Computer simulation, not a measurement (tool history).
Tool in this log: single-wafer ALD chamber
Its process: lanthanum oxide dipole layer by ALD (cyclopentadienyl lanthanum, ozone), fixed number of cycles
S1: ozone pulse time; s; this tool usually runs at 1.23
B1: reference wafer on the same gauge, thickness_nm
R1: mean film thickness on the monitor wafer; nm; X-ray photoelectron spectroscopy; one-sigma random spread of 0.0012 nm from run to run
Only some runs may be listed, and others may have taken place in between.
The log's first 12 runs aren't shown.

run 13 day=12.658 | S1=1.23 | B1=0.487 | R1=0.450
run 14 day=13.900 | S1=1.23 | B1=0.486 | R1=0.451
run 15 day=17.992 | S1=1.23 | B1=0.486 | R1=0.451
run 16 day=18.708 | S1=1.60 | B1=0.486 | R1=0.485
run 17 day=19.542 | S1=1.23 | B1=0.486 | R1=0.450
run 18 day=20.579 | S1=1.52 | B1=0.486 | R1=0.478
-- day=22.483 ozone generator serviced
run 19 day=24.312 | S1=0.99 | B1=0.486 | R1=0.454
-- day=24.533 gauge calibrated
run 20 day=26.496 | S1=1.23 | B1=0.486 | R1=0.480
run 21 day=27.012 | S1=1.23 | B1=0.486 | R1=0.482
run 22 day=27.671 | S1=1.37 | B1=0.486 | R1=0.492
-- day=28.333 thermocouple changed; heater temperature recalibrated
run 23 day=28.354 | S1=1.51 | B1=0.486 | R1=0.502
run 24 day=29.142 | S1=1.01 | B1=0.486 | R1=0.451
run 25 day=30.442 | S1=1.10 | B1=0.486 | R1=0.462
run 26 day=31.088 | S1=1.46 | B1=0.486 | R1=0.494
run 27 day=31.892 | S1=1.42 | B1=0.486 | R1=0.492
run 28 day=33.100 | S1=1.23 | B1=0.486 | R1=0.477
run 29 day=34.479 | S1=0.83 | B1=0.486 | R1=0.415
run 30 day=35.562 | S1=1.23 | B1=0.486 | R1=0.474
run 31 day=38.142 | S1=1.39 | B1=0.486 | R1=0.486

Below are 3 alternative next runs, each starting from the tool's condition after run 31. Predict each:
run A day=38.158 | S1=1.23 | B1=? | R1=?
run B day=38.158 | S1=0.90 | B1=? | R1=?
run C day=38.158 | S1=0.98 | B1=? | R1=?

run=A B1=0.486 R1=0.472
run=B B1=0.486 R1=0.425
run=C B1=0.486 R1=0.439
Without the tool's hidden state the same runs would have given:
run=A R1=0.489
run=B R1=0.447
run=C R1=0.460
